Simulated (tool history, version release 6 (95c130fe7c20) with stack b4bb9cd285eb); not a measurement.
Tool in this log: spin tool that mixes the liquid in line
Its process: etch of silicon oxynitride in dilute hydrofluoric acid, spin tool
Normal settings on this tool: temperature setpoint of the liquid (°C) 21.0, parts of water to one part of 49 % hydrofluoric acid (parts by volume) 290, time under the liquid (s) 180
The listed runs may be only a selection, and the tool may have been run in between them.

run,hour,temperature setpoint of the liquid (°C),parts of water to one part of 49 % hydrofluoric acid (parts by volume),time under the liquid (s),"read-back film thickness of the silicon oxynitride reference wafer, read on the same gauge (nm)",thickness taken off the silicon oxynitride on a monitor wafer (angstrom)
1,0.0,21.0,290,245,139.986,13.65
2,51.7,21.0,290,245,140.015,13.82
3,156.3,21.0,290,180,140.026,9.82
4,246.0,21.0,290,180,140.015,10.18
# hour 261.3: gauge calibrated
5,343.9,21.0,290,180,140.001,9.71
6,411.2,21.0,290,215,139.993,11.81
7,476.8,21.0,290,215,139.995,11.82
# hour 510.1: hydrofluoric acid flow meter replaced
8,544.0,21.0,290,215,140.011,11.45
# hour 596.8: thermometer replaced
9,624.9,21.0,290,180,140.014,9.16
10,730.8,21.0,290,180,139.989,9.75
11,792.7,21.0,290,180,139.991,8.81
12,861.6,21.0,290,180,140.007,9.29
13,962.7,18.0,290,120,140.010,5.67
14,1051.0,21.0,290,180,140.016,8.84
15,1159.0,17.5,290,80,139.999,3.44
# hour 1229.2: hydrofluoric acid flow meter replaced, repeated, since the last time left the tool worse
16,1230.2,21.0,290,215,140.005,13.82
17,1308.3,24.0,330,225,139.994,14.14
18,1356.9,21.0,195,180,139.995,17.85
# hour 1384.0: thermometer replaced
19,1422.9,21.0,290,100,140.000,6.06
20,1498.3,21.0,150,180,139.994,22.54
21,1580.8,25.0,430,95,139.996,4.24
22,1676.2,21.0,290,210,140.013,12.20
23,1767.3,22.5,380,95,139.995,4.53
24,1867.2,22.5,385,180,139.988,7.84
25,2011.4,19.0,410,180,140.002,6.68
26,2062.9,26.0,380,180,140.001,9.42
27,2135.2,21.0,290,180,140.005,9.85

What does the tool deliver on the next run?
28,2181.5,21.0,290,180,?,?

{"run 28": {"read-back film thickness of the silicon oxynitride reference wafer, read on the same gauge (nm)": 139.998, "thickness taken off the silicon oxynitride on a monitor wafer (angstrom)": 11.32}}
On a tool with no hidden condition, and with the same random variation, this run would have come out at thickness taken off the silicon oxynitride on a monitor wafer (angstrom) 11.84.
